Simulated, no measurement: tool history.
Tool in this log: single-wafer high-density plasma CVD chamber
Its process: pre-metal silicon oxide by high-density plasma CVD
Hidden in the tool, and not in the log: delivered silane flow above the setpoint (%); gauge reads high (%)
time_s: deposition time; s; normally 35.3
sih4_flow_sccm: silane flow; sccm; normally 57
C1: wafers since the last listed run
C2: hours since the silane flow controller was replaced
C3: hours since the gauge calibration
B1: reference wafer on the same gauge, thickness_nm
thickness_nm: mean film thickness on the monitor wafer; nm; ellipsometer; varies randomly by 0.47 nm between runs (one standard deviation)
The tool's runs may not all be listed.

{"run": 1, "hour": 0.0, "time_s": 32.7, "sih4_flow_sccm": 57, "C1": 0, "C2": 2008.4, "C3": 76.8, "B1": 239.041, "thickness_nm": 182.348}
{"run": 2, "hour": 23.3, "time_s": 40.2, "sih4_flow_sccm": 57, "C1": 417, "C2": 2031.7, "C3": 100.1, "B1": 238.936, "thickness_nm": 223.765}
{"run": 3, "hour": 47.5, "time_s": 40.2, "sih4_flow_sccm": 57, "C1": 433, "C2": 2055.9, "C3": 124.3, "B1": 238.935, "thickness_nm": 223.648}
{"run": 4, "hour": 82.2, "time_s": 40.2, "sih4_flow_sccm": 57, "C1": 621, "C2": 2090.6, "C3": 159, "B1": 238.959, "thickness_nm": 223.202}
{"run": 5, "hour": 95.4, "time_s": 35.3, "sih4_flow_sccm": 57, "C1": 236, "C2": 2103.8, "C3": 172.2, "B1": 239.062, "thickness_nm": 196.116}
{"run": 6, "hour": 111.6, "time_s": 35.3, "sih4_flow_sccm": 57, "C1": 290, "C2": 2120, "C3": 188.4, "B1": 238.855, "thickness_nm": 196.024}
{"run": 7, "hour": 130.5, "time_s": 35.3, "sih4_flow_sccm": 57, "C1": 338, "C2": 2138.9, "C3": 207.3, "B1": 238.909, "thickness_nm": 196.599}
{"run": 8, "hour": 156.7, "time_s": 41.5, "sih4_flow_sccm": 52, "C1": 469, "C2": 2165.1, "C3": 233.5, "B1": 239.121, "thickness_nm": 210.003}
{"run": 9, "hour": 172.3, "time_s": 35.3, "sih4_flow_sccm": 57, "C1": 279, "C2": 2180.7, "C3": 249.1, "B1": 238.942, "thickness_nm": 195.637}
{"run": 10, "hour": 202.4, "time_s": 35.3, "sih4_flow_sccm": 66, "C1": 538, "C2": 2210.8, "C3": 279.2, "B1": 238.984, "thickness_nm": 226.27}
{"hour": 222.8, "done": "silane flow controller replaced"}
{"run": 11, "hour": 233.7, "time_s": 32.8, "sih4_flow_sccm": 52, "C1": 417, "C2": 10.9, "C3": 310.5, "B1": 239.044, "thickness_nm": 160.806}
{"hour": 268.9, "done": "silane flow controller replaced, repeated, since the last time left the tool worse"}
{"hour": 301.0, "done": "gauge calibrated"}
{"run": 12, "hour": 324.9, "time_s": 39.1, "sih4_flow_sccm": 57, "C1": 1489, "C2": 56, "C3": 23.9, "B1": 239.041, "thickness_nm": 226.721}
{"run": 13, "hour": 348.4, "time_s": 41.6, "sih4_flow_sccm": 46, "C1": 420, "C2": 79.5, "C3": 47.4, "B1": 239.222, "thickness_nm": 194.412}
{"run": 14, "hour": 380.1, "time_s": 35.3, "sih4_flow_sccm": 57, "C1": 567, "C2": 111.2, "C3": 79.1, "B1": 238.862, "thickness_nm": 206.077}

Alternative continuations, all from the tool just after run 14; predict every row:
{"run": "A", "hour": 380.5, "time_s": 35.3, "sih4_flow_sccm": 57, "C1": 7, "C2": 111.6, "C3": 79.5, "B1": "?", "thickness_nm": "?"}
{"run": "B", "hour": 380.5, "time_s": 40.7, "sih4_flow_sccm": 65, "C1": 7, "C2": 111.6, "C3": 79.5, "B1": "?", "thickness_nm": "?"}
{"run": "C", "hour": 380.5, "time_s": 41.9, "sih4_flow_sccm": 54, "C1": 7, "C2": 111.6, "C3": 79.5, "B1": "?", "thickness_nm": "?"}
{"run": "D", "hour": 380.5, "time_s": 40.4, "sih4_flow_sccm": 64, "C1": 7, "C2": 111.6, "C3": 79.5, "B1": "?", "thickness_nm": "?"}
{"run": "E", "hour": 380.5, "time_s": 29.7, "sih4_flow_sccm": 66, "C1": 7, "C2": 111.6, "C3": 79.5, "B1": "?", "thickness_nm": "?"}

run=A B1=238.73 thickness_nm=205.502
run=B B1=238.73 thickness_nm=270.193
run=C B1=238.73 thickness_nm=231.086
run=D B1=238.73 thickness_nm=264.075
run=E B1=238.73 thickness_nm=200.201
With no hidden state in the tool, these same runs would have given:
run=A thickness_nm=206.215
run=B thickness_nm=271.13
run=C thickness_nm=231.888
run=D thickness_nm=264.991
run=E thickness_nm=200.896
